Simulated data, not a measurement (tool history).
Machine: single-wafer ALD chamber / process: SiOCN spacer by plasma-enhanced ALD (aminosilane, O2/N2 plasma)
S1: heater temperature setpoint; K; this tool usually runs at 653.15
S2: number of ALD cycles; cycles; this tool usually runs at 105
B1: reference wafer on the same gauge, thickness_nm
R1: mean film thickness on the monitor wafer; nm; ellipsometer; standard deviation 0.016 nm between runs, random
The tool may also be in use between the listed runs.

run	hour	S1	S2	B1	R1
1	0.0	648.15	105	5.752	6.464
2	29.8	648.15	105	5.748	6.462
3	101.4	648.15	105	5.744	6.466
4	169.4	644.15	105	5.735	6.418
5	193.9	644.15	105	5.736	6.428
6	218.8	644.15	105	5.733	6.432
7	283.7	646.15	105	5.728	6.422
8	309.2	653.15	105	5.720	6.420
9	350.1	653.15	105	5.718	6.413
10	413.9	653.15	105	5.709	6.389
11	439.5	653.15	105	5.704	6.408
12	488.9	644.15	105	5.701	6.372
13	520.3	653.15	105	5.702	6.378
14	557.0	657.15	125	5.687	7.559
# hour 563.1: gauge calibrated
15	591.1	653.15	105	5.772	6.479
# hour 646.0: thermocouple changed; heater temperature recalibrated
16	647.5	653.15	93	5.769	5.711
17	676.8	663.15	98	5.766	6.045

Run 18 has not been measured yet. What should we expect?
18	712.1	659.15	111	?	?

Run 18 produced B1 5.757, R1 6.828 nm.
Without the tool's hidden state the same run would have given R1 6.851 nm.

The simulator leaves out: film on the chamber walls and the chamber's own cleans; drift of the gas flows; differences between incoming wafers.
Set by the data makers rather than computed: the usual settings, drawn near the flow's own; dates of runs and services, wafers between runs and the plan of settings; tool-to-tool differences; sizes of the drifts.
